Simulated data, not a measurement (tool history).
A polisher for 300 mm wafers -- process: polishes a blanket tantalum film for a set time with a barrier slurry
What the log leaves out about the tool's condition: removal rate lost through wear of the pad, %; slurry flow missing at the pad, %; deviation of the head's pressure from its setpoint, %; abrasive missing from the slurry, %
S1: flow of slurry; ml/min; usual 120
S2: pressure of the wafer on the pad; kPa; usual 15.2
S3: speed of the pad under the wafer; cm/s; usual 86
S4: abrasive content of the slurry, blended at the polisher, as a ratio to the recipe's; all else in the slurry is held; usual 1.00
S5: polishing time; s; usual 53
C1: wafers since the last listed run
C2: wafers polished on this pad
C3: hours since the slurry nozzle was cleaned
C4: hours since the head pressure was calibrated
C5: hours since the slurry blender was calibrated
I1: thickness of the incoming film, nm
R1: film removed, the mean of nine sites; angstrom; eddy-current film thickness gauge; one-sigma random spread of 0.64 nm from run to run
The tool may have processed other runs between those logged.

run 1 day=0.000 | S1=120 S2=15.2 S3=74 S4=1.00 S5=53 | C1=0 C2=998 C3=85.5 C4=1167.9 C5=164.4 | I1=240.9 | R1=565
-- day=1.292 slurry blender recalibrated
run 2 day=2.233 | S1=120 S2=15.2 S3=74 S4=1.00 S5=53 | C1=439 C2=1437 C3=139.1 C4=1221.5 C5=22.6 | I1=238.8 | R1=538
-- day=3.375 head pressure recalibrated
run 3 day=3.688 | S1=120 S2=15.2 S3=86 S4=1.00 S5=53 | C1=280 C2=1718 C3=174.0 C4=7.5 C5=57.5 | I1=241.9 | R1=595
-- day=5.229 worn pad replaced by a new one, of another model than before
run 4 day=8.121 | S1=120 S2=15.2 S3=86 S4=1.00 S5=53 | C1=872 C2=590 C3=280.4 C4=113.9 C5=163.9 | I1=237.2 | R1=664
run 5 day=9.221 | S1=120 S2=15.2 S3=86 S4=1.00 S5=53 | C1=224 C2=815 C3=306.8 C4=140.3 C5=190.3 | I1=237.6 | R1=657
-- day=9.967 slurry blender recalibrated
run 6 day=10.067 | S1=120 S2=15.2 S3=86 S4=1.00 S5=53 | C1=155 C2=971 C3=327.1 C4=160.6 C5=2.4 | I1=237.6 | R1=655
run 7 day=10.588 | S1=120 S2=15.2 S3=86 S4=1.00 S5=53 | C1=106 C2=1077 C3=339.6 C4=173.1 C5=14.9 | I1=237.7 | R1=637
run 8 day=11.846 | S1=130 S2=15.2 S3=86 S4=1.00 S5=53 | C1=257 C2=1335 C3=369.8 C4=203.3 C5=45.1 | I1=238.0 | R1=630
run 9 day=13.088 | S1=120 S2=15.2 S3=86 S4=1.00 S5=53 | C1=253 C2=1588 C3=399.6 C4=233.1 C5=74.9 | I1=237.9 | R1=608
-- day=14.129 worn pad replaced by a new one
run 10 day=14.529 | S1=120 S2=15.2 S3=86 S4=1.00 S5=53 | C1=260 C2=81 C3=434.2 C4=267.7 C5=109.5 | I1=239.0 | R1=655
run 11 day=15.100 | S1=150 S2=17.2 S3=106 S4=1.20 S5=53 | C1=116 C2=198 C3=447.9 C4=281.4 C5=123.2 | I1=237.6 | R1=879
-- day=15.400 slurry nozzle cleaned
run 12 day=15.942 | S1=95 S2=18.6 S3=106 S4=1.10 S5=53 | C1=163 C2=361 C3=13.0 C4=301.6 C5=143.4 | I1=238.2 | R1=843
run 13 day=17.046 | S1=120 S2=15.2 S3=112 S4=1.00 S5=37 | C1=225 C2=587 C3=39.5 C4=328.1 C5=169.9 | I1=242.0 | R1=537
run 14 day=17.783 | S1=145 S2=11.0 S3=86 S4=1.00 S5=71 | C1=150 C2=738 C3=57.2 C4=345.8 C5=187.6 | I1=237.2 | R1=777
-- day=18.204 slurry blender recalibrated
run 15 day=18.621 | S1=120 S2=15.2 S3=86 S4=1.00 S5=58 | C1=154 C2=892 C3=77.3 C4=365.9 C5=10.0 | I1=237.8 | R1=721
run 16 day=19.908 | S1=80 S2=15.2 S3=86 S4=1.00 S5=66 | C1=263 C2=1155 C3=108.2 C4=396.8 C5=40.9 | I1=241.8 | R1=744
run 17 day=20.588 | S1=120 S2=15.2 S3=86 S4=0.80 S5=46 | C1=138 C2=1294 C3=124.5 C4=413.1 C5=57.2 | I1=240.7 | R1=509
run 18 day=22.050 | S1=120 S2=18.6 S3=106 S4=1.00 S5=53 | C1=298 C2=1593 C3=159.6 C4=448.2 C5=92.3 | I1=243.6 | R1=791
run 19 day=22.708 | S1=120 S2=16.5 S3=86 S4=1.00 S5=53 | C1=134 C2=1727 C3=175.4 C4=464.0 C5=108.1 | I1=243.7 | R1=628
-- day=23.546 worn pad replaced by a new one
run 20 day=23.988 | S1=120 S2=15.2 S3=86 S4=1.30 S5=53 | C1=227 C2=89 C3=206.1 C4=494.7 C5=138.8 | I1=238.9 | R1=716
run 21 day=24.512 | S1=120 S2=15.2 S3=86 S4=0.70 S5=67 | C1=107 C2=197 C3=218.7 C4=507.3 C5=151.4 | I1=239.8 | R1=751
run 22 day=25.529 | S1=120 S2=15.2 S3=86 S4=0.90 S5=36 | C1=207 C2=404 C3=243.1 C4=531.7 C5=175.8 | I1=241.0 | R1=442
run 23 day=26.367 | S1=120 S2=9.7 S3=86 S4=1.00 S5=53 | C1=171 C2=576 C3=263.2 C4=551.8 C5=195.9 | I1=239.5 | R1=536
-- day=27.262 slurry blender recalibrated
run 24 day=27.338 | S1=120 S2=13.1 S3=86 S4=1.15 S5=53 | C1=181 C2=757 C3=286.5 C4=575.1 C5=1.8 | I1=238.7 | R1=629
run 25 day=27.971 | S1=120 S2=15.2 S3=86 S4=1.00 S5=53 | C1=129 C2=886 C3=301.7 C4=590.3 C5=17.0 | I1=241.4 | R1=654
run 26 day=28.554 | S1=120 S2=15.2 S3=86 S4=1.00 S5=53 | C1=119 C2=1006 C3=315.7 C4=604.3 C5=31.0 | I1=238.7 | R1=646
run 27 day=29.738 | S1=120 S2=15.2 S3=86 S4=1.00 S5=53 | C1=241 C2=1248 C3=344.1 C4=632.7 C5=59.4 | I1=240.7 | R1=628
run 28 day=30.796 | S1=120 S2=15.2 S3=86 S4=1.00 S5=53 | C1=216 C2=1464 C3=369.5 C4=658.1 C5=84.8 | I1=243.5 | R1=618
-- day=31.221 worn pad replaced by a new one
run 29 day=31.488 | S1=120 S2=15.2 S3=86 S4=1.10 S5=47 | C1=107 C2=54 C3=386.1 C4=674.7 C5=101.4 | I1=243.2 | R1=599

Forecast each of these 5 alternatives for the next run:
run A day=31.504 | S1=120 S2=15.2 S3=86 S4=1.00 S5=53 | C1=3 C2=57 C3=386.5 C4=675.1 C5=101.8 | I1=235.8 | R1=?
run B day=31.504 | S1=110 S2=15.2 S3=96 S4=0.90 S5=53 | C1=3 C2=57 C3=386.5 C4=675.1 C5=101.8 | I1=235.8 | R1=?
run C day=31.504 | S1=140 S2=13.1 S3=104 S4=1.00 S5=60 | C1=3 C2=57 C3=386.5 C4=675.1 C5=101.8 | I1=235.8 | R1=?
run D day=31.504 | S1=90 S2=10.3 S3=108 S4=1.00 S5=53 | C1=3 C2=57 C3=386.5 C4=675.1 C5=101.8 | I1=235.8 | R1=?
run E day=31.504 | S1=100 S2=17.2 S3=100 S4=1.00 S5=70 | C1=3 C2=57 C3=386.5 C4=675.1 C5=101.8 | I1=235.8 | R1=?

run=A R1=668
run=B R1=681
run=C R1=799
run=D R1=604
run=E R1=1005
The same runs, with their run-to-run variation unchanged, on a tool lacking any hidden condition would have given:
run=A R1=675
run=B R1=689
run=C R1=808
run=D R1=611
run=E R1=1017

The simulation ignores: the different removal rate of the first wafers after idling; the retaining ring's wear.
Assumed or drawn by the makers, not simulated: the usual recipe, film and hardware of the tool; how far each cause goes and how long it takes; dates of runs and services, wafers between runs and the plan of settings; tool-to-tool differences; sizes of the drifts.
